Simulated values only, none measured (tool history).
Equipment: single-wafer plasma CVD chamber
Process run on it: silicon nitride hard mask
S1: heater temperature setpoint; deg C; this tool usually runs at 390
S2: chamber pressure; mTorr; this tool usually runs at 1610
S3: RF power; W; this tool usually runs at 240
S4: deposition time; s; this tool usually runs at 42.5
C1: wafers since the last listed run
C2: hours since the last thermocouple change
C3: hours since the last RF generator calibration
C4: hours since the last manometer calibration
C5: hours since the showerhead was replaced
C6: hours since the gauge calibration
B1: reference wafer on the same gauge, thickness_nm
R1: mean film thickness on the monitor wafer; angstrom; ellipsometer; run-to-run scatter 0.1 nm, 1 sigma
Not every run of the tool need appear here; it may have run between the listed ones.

run,hour,S1,S2,S3,S4,C1,C2,C3,C4,C5,C6,B1,R1
1,0.0,390,1610,240,42.5,0,585.8,1197.3,2020.0,2483.5,305.5,45.697,398.97
2,46.9,390,1610,240,42.5,659,632.7,1244.2,2066.9,2530.4,352.4,45.717,400.24
3,150.4,390,1610,240,42.5,1455,736.2,1347.7,2170.4,2633.9,455.9,45.724,398.09
4,209.0,390,1610,240,42.5,824,794.8,1406.3,2229.0,2692.5,514.5,45.732,398.69
5,267.5,390,1610,240,42.5,822,853.3,1464.8,2287.5,2751.0,573.0,45.704,397.33
6,375.2,390,1610,240,42.5,1515,961.0,1572.5,2395.2,2858.7,680.7,45.653,398.87
# hour 447.4: showerhead replaced
7,467.1,390,1610,270,42.5,1180,1052.9,1664.4,2487.1,19.7,772.6,45.708,433.82
# hour 498.4: gauge calibrated
8,517.5,383,1610,240,42.5,708,1103.3,1714.8,2537.5,70.1,19.1,45.733,397.10
# hour 567.9: capacitance manometer re-zeroed and calibrated
9,614.0,390,1340,240,49.0,1244,1199.8,1811.3,46.1,166.6,115.6,45.638,400.49
# hour 626.4: thermocouple changed; heater temperature recalibrated
10,650.2,380,1610,210,42.5,396,23.8,1847.5,82.3,202.8,151.8,45.727,346.17
11,713.5,390,1610,240,42.5,890,87.1,1910.8,145.6,266.1,215.1,45.697,384.98
# hour 758.0: RF generator calibrated
12,768.1,390,1610,240,42.5,655,141.7,10.1,200.2,320.7,269.7,45.666,395.00
13,827.8,390,1280,240,42.5,839,201.4,69.8,259.9,380.4,329.4,45.673,347.73
14,917.5,390,1610,240,42.5,1261,291.1,159.5,349.6,470.1,419.1,45.663,396.95
15,1005.1,376,1610,240,42.5,1232,378.7,247.1,437.2,557.7,506.7,45.675,397.59
16,1068.0,390,1610,215,42.5,884,441.6,310.0,500.1,620.6,569.6,45.728,362.82

Predict each of these 4 candidate next runs independently; none follows another, all start after run 16:
A,1068.4,390,1250,240,42.5,5,442.0,310.4,500.5,621.0,570.0,?,?
B,1068.4,375,1500,240,50.4,5,442.0,310.4,500.5,621.0,570.0,?,?
C,1068.4,390,1610,285,36.8,5,442.0,310.4,500.5,621.0,570.0,?,?
D,1068.4,383,1500,270,45.0,5,442.0,310.4,500.5,621.0,570.0,?,?

run,B1,R1
A,45.624,344.34
B,45.624,456.55
C,45.624,391.69
D,45.624,445.52
Had the tool no hidden state, the same runs would have come out as:
run,R1
A,339.81
B,451.42
C,387.50
D,440.48
